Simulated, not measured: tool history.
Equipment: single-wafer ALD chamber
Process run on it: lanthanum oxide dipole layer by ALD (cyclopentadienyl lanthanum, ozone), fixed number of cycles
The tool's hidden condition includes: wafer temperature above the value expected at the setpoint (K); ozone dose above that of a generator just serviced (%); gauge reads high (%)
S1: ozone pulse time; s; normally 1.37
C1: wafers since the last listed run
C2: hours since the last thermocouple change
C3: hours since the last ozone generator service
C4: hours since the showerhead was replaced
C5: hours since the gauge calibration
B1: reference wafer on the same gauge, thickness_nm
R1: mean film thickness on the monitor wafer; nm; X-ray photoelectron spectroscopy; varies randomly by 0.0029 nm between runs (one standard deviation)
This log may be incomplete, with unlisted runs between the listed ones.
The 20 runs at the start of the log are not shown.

run,hour,S1,C1,C2,C3,C4,C5,B1,R1
21,271.7,1.37,111,10.2,17.1,196.5,190.4,0.534,0.573
22,281.8,1.37,119,20.3,27.2,206.6,200.5,0.535,0.568
23,294.9,1.53,155,33.4,40.3,219.7,213.6,0.535,0.589
24,312.4,1.37,207,50.9,57.8,237.2,231.1,0.534,0.569
25,329.3,1.37,200,67.8,74.7,254.1,248,0.534,0.568
26,340.7,1.12,135,79.2,86.1,265.5,259.4,0.534,0.519
27,356.1,1.64,182,94.6,101.5,280.9,274.8,0.535,0.586
28,368.8,1.14,150,107.3,114.2,293.6,287.5,0.534,0.518
29,378.7,1.65,117,117.2,124.1,303.5,297.4,0.534,0.586
30,392.8,1.05,167,131.3,138.2,317.6,311.5,0.533,0.49
31,401.4,1.62,101,139.9,146.8,326.2,320.1,0.534,0.586
32,410,1.9,101,148.5,155.4,334.8,328.7,0.534,0.604
33,422.7,1.37,150,161.2,168.1,347.5,341.4,0.534,0.556

Below are 5 alternative next runs, each starting from the tool's condition after run 33. Predict each:
A,423.1,1.54,4,161.6,168.5,347.9,341.8,?,?
B,423.1,1.7,4,161.6,168.5,347.9,341.8,?,?
C,423.1,1.73,4,161.6,168.5,347.9,341.8,?,?
D,423.1,1.69,4,161.6,168.5,347.9,341.8,?,?
E,423.1,0.87,4,161.6,168.5,347.9,341.8,?,?

run,B1,R1
A,0.535,0.574
B,0.535,0.588
C,0.535,0.59
D,0.535,0.587
E,0.535,0.416
What these runs would have given with no unlogged condition in the tool:
run,R1
A,0.595
B,0.604
C,0.605
D,0.604
E,0.462

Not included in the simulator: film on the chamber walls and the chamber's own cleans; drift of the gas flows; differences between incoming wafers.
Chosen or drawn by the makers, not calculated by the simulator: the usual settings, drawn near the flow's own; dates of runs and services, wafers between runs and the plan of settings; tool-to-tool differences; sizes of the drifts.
